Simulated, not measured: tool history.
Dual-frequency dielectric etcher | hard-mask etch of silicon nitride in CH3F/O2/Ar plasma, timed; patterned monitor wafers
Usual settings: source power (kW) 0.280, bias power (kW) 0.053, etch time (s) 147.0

run,hour,source power (kW),bias power (kW),etch time (s),wafers since the last listed run,hours since the last wet clean,hours since the last source power generator calibration,hours since the last bias power generator calibration,hours since the last upper electrode change,hours since the gauge calibration,"read-back reference wafer on the same gauge, depth_nm",mean etch depth across the wafer (nm)
1,0.0,0.280,0.053,147.0,0,11.8,2795.6,2747.8,4876.3,239.2,84.5,82.4
2,45.9,0.280,0.053,147.0,369,57.7,2841.5,2793.7,4922.2,285.1,84.7,83.2
3,88.4,0.280,0.053,147.0,342,100.2,2884.0,2836.2,4964.7,327.6,84.8,83.3
4,115.5,0.280,0.053,147.0,218,127.3,2911.1,2863.3,4991.8,354.7,84.9,83.1
5,167.8,0.280,0.053,147.0,421,179.6,2963.4,2915.6,5044.1,407.0,85.0,82.9
6,221.3,0.280,0.053,147.0,430,233.1,3016.9,2969.1,5097.6,460.5,85.1,83.8
7,254.3,0.280,0.058,147.0,265,266.1,3049.9,3002.1,5130.6,493.5,85.4,86.5
8,319.6,0.280,0.058,147.0,525,331.4,3115.2,3067.4,5195.9,558.8,85.3,86.5
# hour 476.0: source power generator calibrated
# hour 500.7: wet clean of the chamber
9,501.9,0.280,0.053,174.0,1242,1.2,25.9,3249.7,5378.2,741.1,85.4,98.3
# hour 520.9: gauge calibrated
# hour 529.4: bias power generator calibrated
10,710.5,0.280,0.041,169.5,1646,209.8,234.5,181.1,5586.8,189.6,84.6,85.6
# hour 756.0: upper electrode replaced
11,794.3,0.300,0.065,147.0,481,293.6,318.3,264.9,38.3,273.4,84.9,92.4
12,831.6,0.250,0.053,147.0,300,330.9,355.6,302.2,75.6,310.7,85.1,80.1
13,879.2,0.280,0.053,147.0,383,378.5,403.2,349.8,123.2,358.3,85.1,83.3
14,930.4,0.210,0.043,147.0,412,429.7,454.4,401.0,174.4,409.5,85.3,68.7
15,966.0,0.300,0.048,147.0,286,465.3,490.0,436.6,210.0,445.1,85.4,82.4
16,1002.6,0.280,0.053,147.0,294,501.9,526.6,473.2,246.6,481.7,85.5,83.9

Forecast each of these 4 alternatives for the next run:
A,1003.1,0.330,0.053,147.0,4,502.4,527.1,473.7,247.1,482.2,?,?
B,1003.1,0.210,0.053,162.5,4,502.4,527.1,473.7,247.1,482.2,?,?
C,1003.1,0.280,0.043,147.0,4,502.4,527.1,473.7,247.1,482.2,?,?
D,1003.1,0.220,0.046,167.0,4,502.4,527.1,473.7,247.1,482.2,?,?

run,"read-back reference wafer on the same gauge, depth_nm",mean etch depth across the wafer (nm)
A,85.4,89.4
B,85.4,83.2
C,85.4,77.1
D,85.4,82.0
Without the tool's hidden state the same runs would have given:
run,mean etch depth across the wafer (nm)
A,86.5
B,80.5
C,74.7
D,79.4
